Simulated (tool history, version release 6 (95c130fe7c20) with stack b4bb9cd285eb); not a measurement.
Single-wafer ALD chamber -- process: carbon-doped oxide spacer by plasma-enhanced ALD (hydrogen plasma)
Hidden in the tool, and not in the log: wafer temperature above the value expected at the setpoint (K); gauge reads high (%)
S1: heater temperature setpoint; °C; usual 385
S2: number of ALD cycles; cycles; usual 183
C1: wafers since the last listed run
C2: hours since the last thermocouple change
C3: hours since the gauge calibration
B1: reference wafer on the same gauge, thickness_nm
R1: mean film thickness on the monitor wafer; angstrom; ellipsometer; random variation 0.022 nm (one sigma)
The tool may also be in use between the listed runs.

Run 1, hour 0: usual settings but S2 164 cycles; C1 0; C2 1137.2; C3 259.3; B1 8.038. Result: R1 78.95 angstrom.
Run 2, hour 35.2: usual settings; C1 63; C2 1172.4; C3 294.5; B1 8.042. Result: R1 88.08 angstrom.
Run 3, hour 67.3: usual settings; C1 57; C2 1204.5; C3 326.6; B1 8.047. Result: R1 87.93 angstrom.
Run 4, hour 95.2: usual settings; C1 50; C2 1232.4; C3 354.5; B1 8.052. Result: R1 88.17 angstrom.
Run 5, hour 135.9: usual settings but S1 394 °C, S2 156 cycles; C1 73; C2 1273.1; C3 395.2; B1 8.052. Result: R1 74.77 angstrom.
Run 6, hour 148.9: usual settings but S1 394 °C, S2 156 cycles; C1 23; C2 1286.1; C3 408.2; B1 8.055. Result: R1 75.2 angstrom.
Run 7, hour 166.4: usual settings; C1 31; C2 1303.6; C3 425.7; B1 8.05. Result: R1 88.05 angstrom.
Run 8, hour 179.5: usual settings but S1 391 °C; C1 23; C2 1316.7; C3 438.8; B1 8.057. Result: R1 87.92 angstrom.
Run 9, hour 200.1: usual settings; C1 37; C2 1337.3; C3 459.4; B1 8.063. Result: R1 88.18 angstrom.
Run 10, hour 215.5: usual settings; C1 27; C2 1352.7; C3 474.8; B1 8.061. Result: R1 88.3 angstrom.
Run 11, hour 234.5: usual settings; C1 34; C2 1371.7; C3 493.8; B1 8.064. Result: R1 88.44 angstrom.
Run 12, hour 251.4: usual settings; C1 30; C2 1388.6; C3 510.7; B1 8.072. Result: R1 88.08 angstrom.
Run 13, hour 282.9: usual settings; C1 56; C2 1420.1; C3 542.2; B1 8.074. Result: R1 88.19 angstrom.
Run 14, hour 317.3: usual settings but S1 389 °C, S2 193 cycles; C1 62; C2 1454.5; C3 576.6; B1 8.079. Result: R1 93.48 angstrom.
Run 15, hour 339.8: usual settings but S1 378 °C; C1 40; C2 1477; C3 599.1; B1 8.089. Result: R1 88.4 angstrom.
Run 16, hour 368.8: usual settings but S2 166 cycles; C1 52; C2 1506; C3 628.1; B1 8.094. Result: R1 80.33 angstrom.
Run 17, hour 394.1: usual settings but S2 166 cycles; C1 45; C2 1531.3; C3 653.4; B1 8.095. Result: R1 80.07 angstrom.
Run 18, hour 410.9: usual settings but S1 381 °C, S2 161 cycles; C1 30; C2 1548.1; C3 670.2; B1 8.104. Result: R1 78.02 angstrom.
Run 19, hour 429: usual settings but S1 381 °C, S2 161 cycles; C1 32; C2 1566.2; C3 688.3; B1 8.102. Result: R1 77.99 angstrom.
Run 20, hour 463.7: usual settings but S1 381 °C, S2 161 cycles; C1 62; C2 1600.9; C3 723; B1 8.114. Result: R1 78.04 angstrom.
Run 21, hour 499.4: usual settings but S2 165 cycles; C1 64; C2 1636.6; C3 758.7; B1 8.122. Result: R1 79.95 angstrom.
Run 22, hour 522.6: usual settings but S2 165 cycles; C1 41; C2 1659.8; C3 781.9; B1 8.127. Result: R1 80.34 angstrom.
Run 23, hour 548.9: usual settings but S2 165 cycles; C1 47; C2 1686.1; C3 808.2; B1 8.135. Result: R1 80.32 angstrom.
Run 24, hour 611.5: usual settings but S2 167 cycles; C1 112; C2 1748.7; C3 870.8; B1 8.15. Result: R1 81.72 angstrom.
Run 25, hour 646.7: usual settings but S1 393 °C, S2 159 cycles; C1 63; C2 1783.9; C3 906; B1 8.171. Result: R1 78.01 angstrom.
Run 26, hour 681.1: usual settings; C1 62; C2 1818.3; C3 940.4; B1 8.178. Result: R1 89.5 angstrom.
Run 27, hour 709.3: usual settings but S1 390 °C; C1 50; C2 1846.5; C3 968.6; B1 8.192. Result: R1 89.76 angstrom.
Run 28, hour 726: usual settings but S1 375 °C, S2 212 cycles; C1 30; C2 1863.2; C3 985.3; B1 8.19. Result: R1 103.97 angstrom.
Run 29, hour 745.5: usual settings but S1 398 °C, S2 194 cycles; C1 35; C2 1882.7; C3 1004.8; B1 8.202. Result: R1 95.49 angstrom.
Run 30, hour 759.7: usual settings; C1 25; C2 1896.9; C3 1019; B1 8.201. Result: R1 89.24 angstrom.
Run 31, hour 792.6: usual settings but S2 171 cycles; C1 59; C2 1929.8; C3 1051.9; B1 8.213. Result: R1 83.47 angstrom.
Run 32, hour 827.4: usual settings but S1 378 °C, S2 167 cycles; C1 62; C2 1964.6; C3 1086.7; B1 8.226. Result: R1 81.79 angstrom.
Run 33, hour 860.3: usual settings but S1 376 °C, S2 156 cycles; C1 59; C2 1997.5; C3 1119.6; B1 8.236. Result: R1 77.23 angstrom.
At hour 862.2: gauge calibrated.
At hour 890.2: thermocouple changed; heater temperature recalibrated.
Run 34, hour 890.7: usual settings but S1 376 °C; C1 40; C2 0.5; C3 28.5; B1 8.019. Result: R1 87.78 angstrom.
Run 35, hour 912.5: usual settings; C1 39; C2 22.3; C3 50.3; B1 8.021. Result: R1 87.78 angstrom.
Run 36, hour 939.2: usual settings but S2 149 cycles; C1 48; C2 49; C3 77; B1 8.027. Result: R1 71.35 angstrom.
Run 37, hour 956.5: usual settings; C1 31; C2 66.3; C3 94.3; B1 8.031. Result: R1 87.54 angstrom.
Run 38, hour 977.2: usual settings; C1 37; C2 87; C3 115; B1 8.026. Result: R1 87.74 angstrom.
Run 39, hour 998.4: usual settings; C1 38; C2 108.2; C3 136.2; B1 8.024. Result: R1 87.84 angstrom.
Run 40, hour 1031.5: usual settings but S2 162 cycles; C1 59; C2 141.3; C3 169.3; B1 8.03. Result: R1 77.91 angstrom.
Run 41, hour 1050.7: usual settings but S1 376 °C, S2 151 cycles; C1 34; C2 160.5; C3 188.5; B1 8.026. Result: R1 72.3 angstrom.
Run 42, hour 1070: usual settings but S1 395 °C, S2 160 cycles; C1 34; C2 179.8; C3 207.8; B1 8.032. Result: R1 76.71 angstrom.
Run 43, hour 1103.1: usual settings; C1 59; C2 212.9; C3 240.9; B1 8.032. Result: R1 88 angstrom.
Run 44, hour 1122.8: usual settings but S1 396 °C, S2 203 cycles; C1 35; C2 232.6; C3 260.6; B1 8.033. Result: R1 97.56 angstrom.
Run 45, hour 1154.6: usual settings but S2 156 cycles; C1 57; C2 264.4; C3 292.4; B1 8.038. Result: R1 75.08 angstrom.
Run 46, hour 1177.4: usual settings; C1 41; C2 287.2; C3 315.2; B1 8.036. Result: R1 88.17 angstrom.

Hidden state or all else? Some run-to-run changes of R1, split into what the settings, what came in and random variation would give without the hidden state, and what is left for the hidden state (with any gauge scatter that isn't in both results):
Run 25 -> 26: S1 393 -> 385, S2 159 -> 183. R1 +11.49 angstrom: hidden state +0.3, all else +11.19.
Run 27 -> 28: S1 390 -> 375, S2 183 -> 212. R1 +14.21 angstrom: hidden state +0.32, all else +13.89.
Run 33 -> 34: S2 156 -> 183, gauge calibrated, thermocouple changed; heater temperature recalibrated. R1 +10.55 angstrom: hidden state -2.04, all else +12.59.
Run 35 -> 36: S2 183 -> 149. R1 -16.43 angstrom: hidden state +0.04, all else -16.47.
Run 36 -> 37: S2 149 -> 183. R1 +16.19 angstrom: hidden state -0.03, all else +16.22.
Run 44 -> 45: S1 396 -> 385, S2 203 -> 156. R1 -22.48 angstrom: hidden state +0.04, all else -22.52.
